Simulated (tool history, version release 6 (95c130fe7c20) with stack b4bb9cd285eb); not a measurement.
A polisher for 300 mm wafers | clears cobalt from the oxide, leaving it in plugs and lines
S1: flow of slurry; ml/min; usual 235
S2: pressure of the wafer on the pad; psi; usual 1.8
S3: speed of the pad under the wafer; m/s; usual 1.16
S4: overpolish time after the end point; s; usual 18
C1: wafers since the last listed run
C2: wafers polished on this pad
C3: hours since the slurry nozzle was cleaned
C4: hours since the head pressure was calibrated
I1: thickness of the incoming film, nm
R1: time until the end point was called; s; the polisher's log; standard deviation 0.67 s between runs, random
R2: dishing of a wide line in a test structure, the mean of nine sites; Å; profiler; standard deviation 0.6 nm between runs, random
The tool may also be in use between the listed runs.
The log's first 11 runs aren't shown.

| run | hour | S1 | S2 | S3 | S4 | C1 | C2 | C3 | C4 | I1 | R1 | R2 |
|---|---|---|---|---|---|---|---|---|---|---|---|---|
|  | 261.4 | worn pad replaced by a new one, of another model than before |
| 12 | 265.1 | 235 | 1.8 | 1.16 | 12 | 149 | 31 | 369.8 | 23.3 | 209.9 | 41.9 | 265 |
| 13 | 285.2 | 205 | 1.8 | 1.16 | 18 | 170 | 201 | 389.9 | 43.4 | 206.9 | 44.2 | 292 |
| 14 | 310.4 | 235 | 2.2 | 1.4 | 18 | 213 | 414 | 415.1 | 68.6 | 209 | 31.9 | 303 |
| 15 | 326.6 | 310 | 1.8 | 1.16 | 9 | 137 | 551 | 431.3 | 84.8 | 209.7 | 39.4 | 240 |
| 16 | 341.3 | 235 | 1.8 | 1.16 | 18 | 124 | 676 | 446 | 99.5 | 210.4 | 41.6 | 298 |
| 17 | 363.3 | 235 | 1.8 | 0.94 | 18 | 186 | 862 | 468 | 121.5 | 209.8 | 48.4 | 297 |
| 18 | 398.2 | 235 | 1.8 | 0.92 | 18 | 295 | 1158 | 502.9 | 156.4 | 211.6 | 50.4 | 285 |
|  | 463.6 | slurry nozzle cleaned |
| 19 | 470.8 | 235 | 1.8 | 1.16 | 18 | 606 | 1764 | 7.2 | 229 | 211.1 | 38 | 307 |
|  | 518.2 | worn pad replaced by a new one |
| 20 | 530.8 | 235 | 2 | 1.34 | 25 | 474 | 106 | 67.2 | 289 | 208 | 31.9 | 321 |
| 21 | 555.2 | 235 | 1.8 | 1.02 | 18 | 206 | 313 | 91.6 | 313.4 | 207.8 | 41.5 | 283 |
| 22 | 583.6 | 235 | 1.8 | 1.16 | 8 | 240 | 553 | 120 | 341.8 | 205.7 | 37.6 | 227 |
| 23 | 615.1 | 235 | 2.2 | 1.4 | 11 | 266 | 820 | 151.5 | 373.3 | 210.3 | 29.6 | 273 |
| 24 | 639.3 | 160 | 1.2 | 0.96 | 26 | 204 | 1025 | 175.7 | 397.5 | 208.7 | 68.9 | 288 |
| 25 | 666.1 | 235 | 1.8 | 1.16 | 18 | 226 | 1252 | 202.5 | 424.3 | 210.4 | 39.8 | 301 |
| 26 | 696.9 | 235 | 1.8 | 1.16 | 18 | 260 | 1513 | 233.3 | 455.1 | 210 | 41.1 | 298 |
| 27 | 723 | 235 | 1.8 | 1.16 | 18 | 221 | 1734 | 259.4 | 481.2 | 211.6 | 41.8 | 294 |
| 28 | 756.4 | 235 | 1.8 | 1.3 | 18 | 282 | 2017 | 292.8 | 514.6 | 210.1 | 38.3 | 301 |
| 29 | 774.3 | 305 | 1.6 | 1.56 | 21 | 151 | 2168 | 310.7 | 532.5 | 213.3 | 34.3 | 308 |
|  | 780.8 | worn pad replaced by a new one |
| 30 | 804.6 | 310 | 1.5 | 0.86 | 25 | 222 | 201 | 341 | 562.8 | 205.8 | 54.5 | 297 |
| 31 | 833.9 | 180 | 1.8 | 1.16 | 11 | 248 | 449 | 370.3 | 592.1 | 210.5 | 46.8 | 249 |
| 32 | 860.1 | 235 | 1.8 | 1.16 | 18 | 221 | 671 | 396.5 | 618.3 | 208.8 | 42.1 | 302 |
| 33 | 958.7 | 235 | 1.8 | 1.16 | 13 | 835 | 1506 | 495.1 | 716.9 | 212.9 | 41.6 | 265 |
| 34 | 978.2 | 235 | 1.8 | 1.16 | 18 | 165 | 1671 | 514.6 | 736.4 | 208.4 | 43.1 | 303 |
|  | 991.3 | slurry nozzle cleaned |
| 35 | 993.5 | 235 | 2.1 | 1.16 | 10 | 121 | 1792 | 2.2 | 751.7 | 210.4 | 33.5 | 273 |

Alternative continuations, all from the tool just after run 35; predict every row:
| A | 993.9 | 235 | 1.8 | 1.16 | 18 | 3 | 1795 | 2.6 | 752.1 | 212.8 | ? | ? |
| B | 993.9 | 165 | 1.8 | 1.02 | 18 | 3 | 1795 | 2.6 | 752.1 | 212.8 | ? | ? |
| C | 993.9 | 235 | 1.8 | 0.78 | 26 | 3 | 1795 | 2.6 | 752.1 | 212.8 | ? | ? |

| run | R1 | R2 |
|---|---|---|
| A | 38.7 | 294 |
| B | 45.6 | 285 |
| C | 49.6 | 300 |
With no hidden state in the tool, these same runs would have given:
| run | R1 | R2 |
|---|---|---|
| A | 38.6 | 294 |
| B | 45.3 | 286 |
| C | 49.4 | 300 |
